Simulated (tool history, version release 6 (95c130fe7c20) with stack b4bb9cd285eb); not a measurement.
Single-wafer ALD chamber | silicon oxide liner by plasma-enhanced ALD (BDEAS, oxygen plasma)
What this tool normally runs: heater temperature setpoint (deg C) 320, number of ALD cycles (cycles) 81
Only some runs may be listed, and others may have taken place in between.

run	hour	heater temperature setpoint (deg C)	number of ALD cycles (cycles)	wafers since the last listed run	hours since the last thermocouple change	hours since the gauge calibration	read-back reference wafer on the same gauge, thickness_nm	mean film thickness on the monitor wafer (Å)
1	0	320	81	0	1015.3	1152	8.453	76.47
2	30.8	320	81	170	1046.1	1182.8	8.461	76.92
3	70	320	81	217	1085.3	1222	8.454	76.62
4	138.4	320	81	379	1153.7	1290.4	8.478	77.02
5	183.2	320	81	248	1198.5	1335.2	8.457	77.1
6	213	320	81	165	1228.3	1365	8.478	77.22
7	271.5	320	81	324	1286.8	1423.5	8.474	77.48
8	304.9	320	81	185	1320.2	1456.9	8.466	76.78
9	356.1	320	81	284	1371.4	1508.1	8.473	77.49
10	414.8	320	81	325	1430.1	1566.8	8.471	77.37
11	478.2	320	81	351	1493.5	1630.2	8.491	77.32
12	510.6	320	81	179	1525.9	1662.6	8.485	77.29
13	564.2	320	81	297	1579.5	1716.2	8.496	76.72
14	742.8	320	81	990	1758.1	1894.8	8.49	77.85
15	790.7	320	81	265	1806	1942.7	8.481	77.57
16	817.4	320	81	148	1832.7	1969.4	8.482	77.68
17	871.7	320	81	301	1887	2023.7	8.503	77.29
# hour 964.3: gauge calibrated
18	1058.4	320	81	1035	2073.7	94.1	8.228	74.77
19	1088.8	320	72	168	2104.1	124.5	8.241	66.92
20	1130.7	320	72	232	2146	166.4	8.236	67.16
21	1201.3	320	81	391	2216.6	237	8.263	75.71
22	1250.6	327	81	273	2265.9	286.3	8.29	74.37
23	1297.8	327	81	261	2313.1	333.5	8.29	75.11
24	1334.5	320	81	203	2349.8	370.2	8.31	75.23
25	1379.8	320	74	251	2395.1	415.5	8.304	69.22
26	1417.9	333	74	211	2433.2	453.6	8.325	68.03
27	1478.3	320	81	335	2493.6	514	8.319	75.68
28	1537.5	306	81	328	2552.8	573.2	8.351	78.08
# hour 1554.6: thermocouple changed; heater temperature recalibrated
29	1601	329	95	307	46.4	636.7	8.347	88.19
30	1657.2	308	76	311	102.6	692.9	8.359	72.99
31	1719.4	320	96	345	164.8	755.1	8.366	90.3
32	1743.9	320	81	135	189.3	779.6	8.377	76.55
33	1815.7	320	81	398	261.1	851.4	8.39	77.23
34	1880.9	320	81	361	326.3	916.6	8.388	76.26
35	1951.2	331	73	389	396.6	986.9	8.407	67.84
36	1995.4	310	94	245	440.8	1031.1	8.415	90.26
37	2062.2	316	81	370	507.6	1097.9	8.41	77.04
38	2108.2	320	81	255	553.6	1143.9	8.413	76.9
39	2134.9	320	81	148	580.3	1170.6	8.425	76.96
40	2188.8	320	81	299	634.2	1224.5	8.432	76.92
41	2253.4	326	81	358	698.8	1289.1	8.421	75.63
42	2278.7	312	76	140	724.1	1314.4	8.424	72.84
43	2306.8	320	81	155	752.2	1342.5	8.445	76.69
44	2354.6	330	81	265	800	1390.3	8.434	75.58
45	2420.1	331	92	363	865.5	1455.8	8.448	86.02
46	2486.2	320	66	366	931.6	1521.9	8.44	63.09

What if the next run were any one of these 5? Each begins from the tool's condition after run 46:
A	2486.7	320	81	2	932.1	1522.4	?	?
B	2486.7	330	87	2	932.1	1522.4	?	?
C	2486.7	335	91	2	932.1	1522.4	?	?
D	2486.7	320	90	2	932.1	1522.4	?	?
E	2486.7	320	71	2	932.1	1522.4	?	?

run	read-back reference wafer on the same gauge, thickness_nm	mean film thickness on the monitor wafer (Å)
A	8.452	76.7
B	8.452	81.04
C	8.452	84.06
D	8.452	85.23
E	8.452	67.23
The same runs, with their run-to-run variation unchanged, on a tool lacking any hidden condition would have given:
run	mean film thickness on the monitor wafer (Å)
A	74.38
B	78.58
C	81.51
D	82.64
E	65.2
